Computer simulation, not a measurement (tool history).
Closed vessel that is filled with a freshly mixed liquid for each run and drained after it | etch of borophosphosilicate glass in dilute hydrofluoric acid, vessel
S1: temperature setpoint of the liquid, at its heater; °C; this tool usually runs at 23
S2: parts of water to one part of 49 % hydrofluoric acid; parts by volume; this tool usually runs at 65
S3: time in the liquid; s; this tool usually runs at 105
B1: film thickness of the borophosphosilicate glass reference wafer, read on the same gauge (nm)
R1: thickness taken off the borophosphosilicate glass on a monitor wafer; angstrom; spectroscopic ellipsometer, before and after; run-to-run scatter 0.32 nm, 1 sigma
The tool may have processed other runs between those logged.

{"run": 1, "hour": 0.0, "S1": 23, "S2": 65, "S3": 105, "B1": 119.99, "R1": 579.5}
{"run": 2, "hour": 85.7, "S1": 23, "S2": 50, "S3": 105, "B1": 120.01, "R1": 775.1}
{"run": 3, "hour": 146.1, "S1": 23, "S2": 50, "S3": 105, "B1": 119.96, "R1": 771.8}
{"run": 4, "hour": 184.9, "S1": 23, "S2": 50, "S3": 105, "B1": 119.96, "R1": 786.9}
{"run": 5, "hour": 281.1, "S1": 25.5, "S2": 65, "S3": 105, "B1": 119.99, "R1": 647.6}
{"run": 6, "hour": 378.8, "S1": 23, "S2": 65, "S3": 105, "B1": 119.97, "R1": 588.9}
{"run": 7, "hour": 475.6, "S1": 23, "S2": 65, "S3": 140, "B1": 120.04, "R1": 798.7}
{"run": 8, "hour": 568.0, "S1": 23, "S2": 65, "S3": 140, "B1": 120, "R1": 799.1}
{"run": 9, "hour": 658.2, "S1": 23, "S2": 65, "S3": 140, "B1": 119.95, "R1": 810.5}
{"run": 10, "hour": 752.3, "S1": 23, "S2": 65, "S3": 105, "B1": 120.03, "R1": 603.3}
{"run": 11, "hour": 811.3, "S1": 23, "S2": 65, "S3": 105, "B1": 120.03, "R1": 614.6}
{"run": 12, "hour": 903.8, "S1": 23, "S2": 65, "S3": 105, "B1": 120.01, "R1": 607.5}
{"run": 13, "hour": 963.6, "S1": 23, "S2": 65, "S3": 55, "B1": 120.01, "R1": 319.3}
{"hour": 972.0, "done": "thermometer replaced"}
{"run": 14, "hour": 1030.4, "S1": 23, "S2": 65, "S3": 55, "B1": 119.95, "R1": 298.4}
{"run": 15, "hour": 1120.8, "S1": 23, "S2": 65, "S3": 105, "B1": 119.98, "R1": 572.8}
{"run": 16, "hour": 1169.8, "S1": 20, "S2": 90, "S3": 105, "B1": 120, "R1": 352.5}
{"hour": 1206.6, "done": "hydrofluoric acid flow meter replaced"}
{"run": 17, "hour": 1212.9, "S1": 24.5, "S2": 55, "S3": 125, "B1": 120, "R1": 843.9}
{"run": 18, "hour": 1272.3, "S1": 25, "S2": 35, "S3": 45, "B1": 119.97, "R1": 504.2}
{"run": 19, "hour": 1492.5, "S1": 23, "S2": 65, "S3": 105, "B1": 120.02, "R1": 562}
{"hour": 1563.3, "done": "gauge calibrated"}
{"run": 20, "hour": 1592.0, "S1": 26, "S2": 65, "S3": 65, "B1": 119.99, "R1": 397.8}
{"run": 21, "hour": 1674.4, "S1": 27, "S2": 65, "S3": 85, "B1": 120.02, "R1": 532.4}
{"run": 22, "hour": 1774.2, "S1": 25.5, "S2": 85, "S3": 45, "B1": 119.97, "R1": 202.3}
{"run": 23, "hour": 1810.8, "S1": 23, "S2": 65, "S3": 105, "B1": 120.01, "R1": 577.1}
{"run": 24, "hour": 1908.8, "S1": 18.5, "S2": 55, "S3": 135, "B1": 120.03, "R1": 731.4}
{"run": 25, "hour": 2007.8, "S1": 23, "S2": 65, "S3": 105, "B1": 120.04, "R1": 576.4}
{"run": 26, "hour": 2064.5, "S1": 23, "S2": 90, "S3": 85, "B1": 120, "R1": 328.8}
{"run": 27, "hour": 2136.9, "S1": 23, "S2": 55, "S3": 105, "B1": 120, "R1": 700.7}
{"run": 28, "hour": 2242.1, "S1": 23, "S2": 40, "S3": 105, "B1": 120, "R1": 981.8}
{"run": 29, "hour": 2349.9, "S1": 23, "S2": 65, "S3": 145, "B1": 120.01, "R1": 812.9}
{"hour": 2361.7, "done": "hydrofluoric acid flow meter replaced"}
{"run": 30, "hour": 2435.0, "S1": 26.5, "S2": 75, "S3": 170, "B1": 120.04, "R1": 918}

Run 31 has not been measured yet. What should we expect?
{"run": 31, "hour": 2541.0, "S1": 24.5, "S2": 85, "S3": 105, "B1": "?", "R1": "?"}

{"run 31": {"B1": 120.01, "R1": 460.4}}
With the hidden condition absent and the run-to-run variation left alone, this run would have shown R1 434.3 angstrom.
